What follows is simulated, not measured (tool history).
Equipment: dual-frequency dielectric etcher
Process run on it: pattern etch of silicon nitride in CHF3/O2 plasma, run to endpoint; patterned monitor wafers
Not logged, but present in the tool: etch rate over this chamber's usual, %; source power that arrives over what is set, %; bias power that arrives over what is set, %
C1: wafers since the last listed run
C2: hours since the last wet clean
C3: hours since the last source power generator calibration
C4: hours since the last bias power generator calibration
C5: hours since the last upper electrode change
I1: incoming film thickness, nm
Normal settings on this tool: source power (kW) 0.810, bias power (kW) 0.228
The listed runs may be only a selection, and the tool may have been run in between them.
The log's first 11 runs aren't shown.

Run 12, hour 525.7: usual settings but bias power (kW) 0.183; C1 264; C2 130.6; C3 1793.1; C4 3568.3; C5 391.1; I1 76.8. Result: endpoint time (s) 51.8.
Run 13, hour 551.1: usual settings but source power (kW) 0.620, bias power (kW) 0.266; C1 264; C2 156.0; C3 1818.5; C4 3593.7; C5 416.5; I1 76.7. Result: endpoint time (s) 49.7.
At hour 564.3: source power generator calibrated.
Run 14, hour 621.1: usual settings but source power (kW) 0.900, bias power (kW) 0.272; C1 687; C2 226.0; C3 56.8; C4 3663.7; C5 486.5; I1 76.1. Result: endpoint time (s) 42.5.
Run 15, hour 684.6: usual settings but source power (kW) 0.910, bias power (kW) 0.191; C1 661; C2 289.5; C3 120.3; C4 3727.2; C5 550.0; I1 76.8. Result: endpoint time (s) 50.0.
Run 16, hour 725.6: usual settings but source power (kW) 0.720, bias power (kW) 0.192; C1 427; C2 330.5; C3 161.3; C4 3768.2; C5 591.0; I1 76.5. Result: endpoint time (s) 55.2.
Run 17, hour 767.5: usual settings; C1 436; C2 372.4; C3 203.2; C4 3810.1; C5 632.9; I1 75.9. Result: endpoint time (s) 48.0.
Run 18, hour 795.7: usual settings but source power (kW) 0.690, bias power (kW) 0.260; C1 293; C2 400.6; C3 231.4; C4 3838.3; C5 661.1; I1 76.0. Result: endpoint time (s) 49.2.
Run 19, hour 849.0: usual settings; C1 555; C2 453.9; C3 284.7; C4 3891.6; C5 714.4; I1 76.2. Result: endpoint time (s) 48.6.
Run 20, hour 888.7: usual settings but bias power (kW) 0.183; C1 413; C2 493.6; C3 324.4; C4 3931.3; C5 754.1; I1 76.8. Result: endpoint time (s) 53.9.
Run 21, hour 933.7: usual settings but source power (kW) 0.920, bias power (kW) 0.267; C1 468; C2 538.6; C3 369.4; C4 3976.3; C5 799.1; I1 76.4. Result: endpoint time (s) 43.6.
At hour 997.6: wet clean of the chamber.
Run 22, hour 998.1: usual settings; C1 420; C2 0.5; C3 433.8; C4 4040.7; C5 863.5; I1 76.5. Result: endpoint time (s) 47.5.
Run 23, hour 1015.4: usual settings but source power (kW) 0.930, bias power (kW) 0.177; C1 180; C2 17.8; C3 451.1; C4 4058.0; C5 880.8; I1 75.5. Result: endpoint time (s) 49.1.
At hour 1104.9: bias power generator calibrated.
Run 24, hour 1198.3: usual settings; C1 1863; C2 200.7; C3 634.0; C4 93.4; C5 1063.7; I1 76.1. Result: endpoint time (s) 47.7.
Run 25, hour 1238.9: usual settings; C1 422; C2 241.3; C3 674.6; C4 134.0; C5 1104.3; I1 76.0. Result: endpoint time (s) 47.9.
Run 26, hour 1284.8: usual settings but source power (kW) 0.740, bias power (kW) 0.180; C1 478; C2 287.2; C3 720.5; C4 179.9; C5 1150.2; I1 76.2. Result: endpoint time (s) 55.2.
Run 27, hour 1340.5: usual settings but source power (kW) 0.630, bias power (kW) 0.274; C1 580; C2 342.9; C3 776.2; C4 235.6; C5 1205.9; I1 77.1. Result: endpoint time (s) 50.5.
Run 28, hour 1373.2: usual settings but source power (kW) 0.880, bias power (kW) 0.252; C1 340; C2 375.6; C3 808.9; C4 268.3; C5 1238.6; I1 76.2. Result: endpoint time (s) 44.4.
Run 29, hour 1420.6: usual settings but source power (kW) 0.900; C1 493; C2 423.0; C3 856.3; C4 315.7; C5 1286.0; I1 76.6. Result: endpoint time (s) 46.8.
Run 30, hour 1479.3: usual settings but source power (kW) 0.990, bias power (kW) 0.197; C1 611; C2 481.7; C3 915.0; C4 374.4; C5 1344.7; I1 75.3. Result: endpoint time (s) 46.9.
Run 31, hour 1549.1: usual settings but source power (kW) 0.950, bias power (kW) 0.248; C1 727; C2 551.5; C3 984.8; C4 444.2; C5 1414.5; I1 75.9. Result: endpoint time (s) 43.5.
Run 32, hour 1607.7: usual settings but source power (kW) 0.960; C1 610; C2 610.1; C3 1043.4; C4 502.8; C5 1473.1; I1 76.0. Result: endpoint time (s) 44.9.
At hour 1634.2: wet clean of the chamber.
Run 33, hour 1641.7: usual settings; C1 104; C2 7.5; C3 1077.4; C4 536.8; C5 1507.1; I1 75.9. Result: endpoint time (s) 46.9.
Run 34, hour 1696.9: usual settings but source power (kW) 0.760, bias power (kW) 0.191; C1 575; C2 62.7; C3 1132.6; C4 592.0; C5 1562.3; I1 76.3. Result: endpoint time (s) 52.0.
Run 35, hour 1822.1: usual settings but source power (kW) 0.690; C1 1304; C2 187.9; C3 1257.8; C4 717.2; C5 1687.5; I1 75.1. Result: endpoint time (s) 49.7.
Run 36, hour 1880.7: usual settings but source power (kW) 0.630, bias power (kW) 0.179; C1 610; C2 246.5; C3 1316.4; C4 775.8; C5 1746.1; I1 76.1. Result: endpoint time (s) 58.6.

What if the next run were any one of these 3? Each begins from the tool's condition after run 36:
Run A, hour 1881.1: usual settings; C1 4; C2 246.9; C3 1316.8; C4 776.2; C5 1746.5; I1 76.2. Result: endpoint time (s) ?.
Run B, hour 1881.1: usual settings but bias power (kW) 0.281; C1 4; C2 246.9; C3 1316.8; C4 776.2; C5 1746.5; I1 76.2. Result: endpoint time (s) ?.
Run C, hour 1881.1: usual settings but source power (kW) 1.000, bias power (kW) 0.188; C1 4; C2 246.9; C3 1316.8; C4 776.2; C5 1746.5; I1 76.2. Result: endpoint time (s) ?.

run  endpoint time (s)
  A               47.6
  B               43.6
  C               47.2
Had the tool no hidden state, the same runs would have come out as:
run  endpoint time (s)
  A               47.7
  B               43.7
  C               47.3
